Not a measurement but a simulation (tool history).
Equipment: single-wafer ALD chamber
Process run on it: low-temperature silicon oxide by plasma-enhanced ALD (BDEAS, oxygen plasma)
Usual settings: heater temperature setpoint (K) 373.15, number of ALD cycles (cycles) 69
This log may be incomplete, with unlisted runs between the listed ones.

| run | hour | heater temperature setpoint (K) | number of ALD cycles (cycles) | read-back reference wafer on the same gauge, thickness_nm | mean film thickness on the monitor wafer (nm) |
|---|---|---|---|---|---|
| 1 | 0.0 | 373.15 | 69 | 7.996 | 9.145 |
| 2 | 10.1 | 373.15 | 69 | 8.001 | 9.092 |
| 3 | 27.7 | 373.15 | 69 | 7.999 | 9.149 |
| 4 | 36.6 | 373.15 | 69 | 8.005 | 9.160 |
| 5 | 43.6 | 373.15 | 69 | 8.001 | 9.187 |
| 6 | 53.6 | 373.15 | 69 | 7.999 | 9.148 |
| 7 | 60.4 | 373.15 | 69 | 7.996 | 9.152 |
| 8 | 81.3 | 373.15 | 69 | 7.996 | 9.154 |
| 9 | 88.1 | 373.15 | 69 | 7.994 | 9.106 |
| 10 | 98.0 | 373.15 | 69 | 7.994 | 9.141 |
| 11 | 114.5 | 379.15 | 72 | 8.000 | 9.442 |
|  | 127.8 | gauge calibrated |
| 12 | 131.3 | 373.15 | 69 | 8.007 | 9.137 |
| 13 | 148.7 | 373.15 | 63 | 8.006 | 8.353 |
| 14 | 160.0 | 373.15 | 64 | 8.001 | 8.490 |
| 15 | 175.8 | 365.15 | 55 | 7.998 | 7.542 |
|  | 198.3 | thermocouple changed; heater temperature recalibrated |
| 16 | 198.8 | 381.15 | 56 | 8.003 | 7.313 |
| 17 | 209.2 | 373.15 | 69 | 8.006 | 9.112 |
| 18 | 225.2 | 373.15 | 69 | 7.997 | 9.160 |
| 19 | 241.0 | 378.15 | 81 | 7.996 | 10.650 |
| 20 | 253.1 | 381.15 | 63 | 7.995 | 8.218 |
| 21 | 270.5 | 373.15 | 69 | 7.996 | 9.112 |
| 22 | 277.6 | 388.15 | 62 | 7.996 | 7.957 |
| 23 | 284.2 | 373.15 | 69 | 8.004 | 9.145 |
| 24 | 294.5 | 386.15 | 77 | 7.996 | 9.918 |

Here are 3 independent what-if runs from the current tool condition. What would each one return?
| A | 295.0 | 373.15 | 69 | ? | ? |
| B | 295.0 | 386.15 | 69 | ? | ? |
| C | 295.0 | 358.15 | 63 | ? | ? |

| run | read-back reference wafer on the same gauge, thickness_nm | mean film thickness on the monitor wafer (nm) |
|---|---|---|
| A | 7.996 | 9.121 |
| B | 7.996 | 8.877 |
| C | 7.996 | 8.842 |
With no hidden state in the tool, these same runs would have given:
| run | mean film thickness on the monitor wafer (nm) |
|---|---|
| A | 9.121 |
| B | 8.877 |
| C | 8.842 |
